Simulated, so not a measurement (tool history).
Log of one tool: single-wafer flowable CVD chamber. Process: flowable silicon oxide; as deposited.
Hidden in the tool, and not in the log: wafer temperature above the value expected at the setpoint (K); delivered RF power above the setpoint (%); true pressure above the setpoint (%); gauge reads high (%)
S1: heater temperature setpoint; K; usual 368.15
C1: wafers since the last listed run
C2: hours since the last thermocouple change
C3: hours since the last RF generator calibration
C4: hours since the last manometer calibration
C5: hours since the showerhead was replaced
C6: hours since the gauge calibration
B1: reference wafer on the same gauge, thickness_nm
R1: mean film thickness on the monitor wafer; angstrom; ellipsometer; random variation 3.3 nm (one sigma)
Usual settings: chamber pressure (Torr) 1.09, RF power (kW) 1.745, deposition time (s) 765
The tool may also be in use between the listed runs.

run 1 hour=0 | S1=368.15 chamber_pressure_(Torr)=1.09 RF_power_(kW)=1.745 deposition_time_(s)=765 | C1=0 C2=2313.1 C3=1235.5 C4=1403 C5=2523.7 C6=3.2 | B1=786.685 | R1=7469.48
run 2 hour=7.6 | S1=368.15 chamber_pressure_(Torr)=1.09 RF_power_(kW)=1.745 deposition_time_(s)=765 | C1=23 C2=2320.7 C3=1243.1 C4=1410.6 C5=2531.3 C6=10.8 | B1=786.363 | R1=7416.56
run 3 hour=23.3 | S1=368.15 chamber_pressure_(Torr)=1.09 RF_power_(kW)=1.745 deposition_time_(s)=765 | C1=49 C2=2336.4 C3=1258.8 C4=1426.3 C5=2547 C6=26.5 | B1=785.662 | R1=7469.47
run 4 hour=57.7 | S1=368.15 chamber_pressure_(Torr)=1.09 RF_power_(kW)=1.745 deposition_time_(s)=765 | C1=107 C2=2370.8 C3=1293.2 C4=1460.7 C5=2581.4 C6=60.9 | B1=786.288 | R1=7466.21
run 5 hour=70.9 | S1=368.15 chamber_pressure_(Torr)=1.09 RF_power_(kW)=1.745 deposition_time_(s)=765 | C1=41 C2=2384 C3=1306.4 C4=1473.9 C5=2594.6 C6=74.1 | B1=786.708 | R1=7432.37
run 6 hour=87.1 | S1=368.15 chamber_pressure_(Torr)=1.09 RF_power_(kW)=1.745 deposition_time_(s)=765 | C1=50 C2=2400.2 C3=1322.6 C4=1490.1 C5=2610.8 C6=90.3 | B1=785.696 | R1=7421.4
run 7 hour=98.3 | S1=368.15 chamber_pressure_(Torr)=1.09 RF_power_(kW)=1.745 deposition_time_(s)=765 | C1=34 C2=2411.4 C3=1333.8 C4=1501.3 C5=2622 C6=101.5 | B1=785.853 | R1=7447.94
-- hour=108.8 thermocouple changed; heater temperature recalibrated
-- hour=110.6 showerhead replaced
run 8 hour=121.9 | S1=368.15 chamber_pressure_(Torr)=1.09 RF_power_(kW)=1.745 deposition_time_(s)=765 | C1=43 C2=13.1 C3=1357.4 C4=1524.9 C5=11.3 C6=125.1 | B1=785.354 | R1=7456.78
-- hour=132.4 RF generator calibrated
run 9 hour=132.9 | S1=360.15 chamber_pressure_(Torr)=1.09 RF_power_(kW)=1.745 deposition_time_(s)=765 | C1=9 C2=24.1 C3=0.5 C4=1535.9 C5=22.3 C6=136.1 | B1=785.252 | R1=9316.02
run 10 hour=147.6 | S1=363.15 chamber_pressure_(Torr)=1.09 RF_power_(kW)=1.85 deposition_time_(s)=765 | C1=45 C2=38.8 C3=15.2 C4=1550.6 C5=37 C6=150.8 | B1=786.908 | R1=8810.44
run 11 hour=168.9 | S1=368.15 chamber_pressure_(Torr)=1.09 RF_power_(kW)=1.745 deposition_time_(s)=765 | C1=66 C2=60.1 C3=36.5 C4=1571.9 C5=58.3 C6=172.1 | B1=787.7 | R1=7444.54
run 12 hour=182.3 | S1=368.15 chamber_pressure_(Torr)=1.09 RF_power_(kW)=1.745 deposition_time_(s)=765 | C1=41 C2=73.5 C3=49.9 C4=1585.3 C5=71.7 C6=185.5 | B1=785.164 | R1=7407.98
run 13 hour=192.9 | S1=368.15 chamber_pressure_(Torr)=1.09 RF_power_(kW)=1.745 deposition_time_(s)=765 | C1=33 C2=84.1 C3=60.5 C4=1595.9 C5=82.3 C6=196.1 | B1=785.563 | R1=7415.49
-- hour=196 gauge calibrated
run 14 hour=205.8 | S1=379.15 chamber_pressure_(Torr)=1.17 RF_power_(kW)=2.005 deposition_time_(s)=657 | C1=40 C2=97 C3=73.4 C4=1608.8 C5=95.2 C6=9.8 | B1=787.108 | R1=5166.35
-- hour=229.2 capacitance manometer re-zeroed and calibrated
run 15 hour=229.7 | S1=355.15 chamber_pressure_(Torr)=1.28 RF_power_(kW)=1.505 deposition_time_(s)=765 | C1=49 C2=120.9 C3=97.3 C4=0.5 C5=119.1 C6=33.7 | B1=786.357 | R1=11888.64
run 16 hour=238.9 | S1=378.15 chamber_pressure_(Torr)=0.92 RF_power_(kW)=1.745 deposition_time_(s)=697 | C1=28 C2=130.1 C3=106.5 C4=9.7 C5=128.3 C6=42.9 | B1=786.74 | R1=4241.76
run 17 hour=287.6 | S1=368.15 chamber_pressure_(Torr)=0.92 RF_power_(kW)=1.745 deposition_time_(s)=765 | C1=152 C2=178.8 C3=155.2 C4=58.4 C5=177 C6=91.6 | B1=787.111 | R1=6244.22
run 18 hour=301.4 | S1=368.15 chamber_pressure_(Torr)=1 RF_power_(kW)=1.745 deposition_time_(s)=765 | C1=43 C2=192.6 C3=169 C4=72.2 C5=190.8 C6=105.4 | B1=787.121 | R1=6833.52
run 19 hour=315.9 | S1=368.15 chamber_pressure_(Torr)=1.09 RF_power_(kW)=1.745 deposition_time_(s)=765 | C1=45 C2=207.1 C3=183.5 C4=86.7 C5=205.3 C6=119.9 | B1=786.675 | R1=7460.26

5 ways to go on from here, each from the tool as it stands after run 19. What would each give?
run A hour=316.5 | S1=368.15 chamber_pressure_(Torr)=1.09 RF_power_(kW)=1.745 deposition_time_(s)=765 | C1=1 C2=207.7 C3=184.1 C4=87.3 C5=205.9 C6=120.5 | B1=? | R1=?
run B hour=316.5 | S1=377.15 chamber_pressure_(Torr)=1.09 RF_power_(kW)=1.745 deposition_time_(s)=765 | C1=1 C2=207.7 C3=184.1 C4=87.3 C5=205.9 C6=120.5 | B1=? | R1=?
run C hour=316.5 | S1=359.15 chamber_pressure_(Torr)=1.09 RF_power_(kW)=1.745 deposition_time_(s)=765 | C1=1 C2=207.7 C3=184.1 C4=87.3 C5=205.9 C6=120.5 | B1=? | R1=?
run D hour=316.5 | S1=368.15 chamber_pressure_(Torr)=1.09 RF_power_(kW)=1.45 deposition_time_(s)=765 | C1=1 C2=207.7 C3=184.1 C4=87.3 C5=205.9 C6=120.5 | B1=? | R1=?
run E hour=316.5 | S1=368.15 chamber_pressure_(Torr)=1.09 RF_power_(kW)=1.54 deposition_time_(s)=765 | C1=1 C2=207.7 C3=184.1 C4=87.3 C5=205.9 C6=120.5 | B1=? | R1=?

run=A B1=786.421 R1=7402.66
run=B B1=786.421 R1=5692.66
run=C B1=786.421 R1=9540.57
run=D B1=786.421 R1=6906.86
run=E B1=786.421 R1=7090.43
Without the tool's hidden state the same runs would have given:
run=A R1=7402.66
run=B R1=5692.66
run=C R1=9540.57
run=D R1=6906.86
run=E R1=7090.43

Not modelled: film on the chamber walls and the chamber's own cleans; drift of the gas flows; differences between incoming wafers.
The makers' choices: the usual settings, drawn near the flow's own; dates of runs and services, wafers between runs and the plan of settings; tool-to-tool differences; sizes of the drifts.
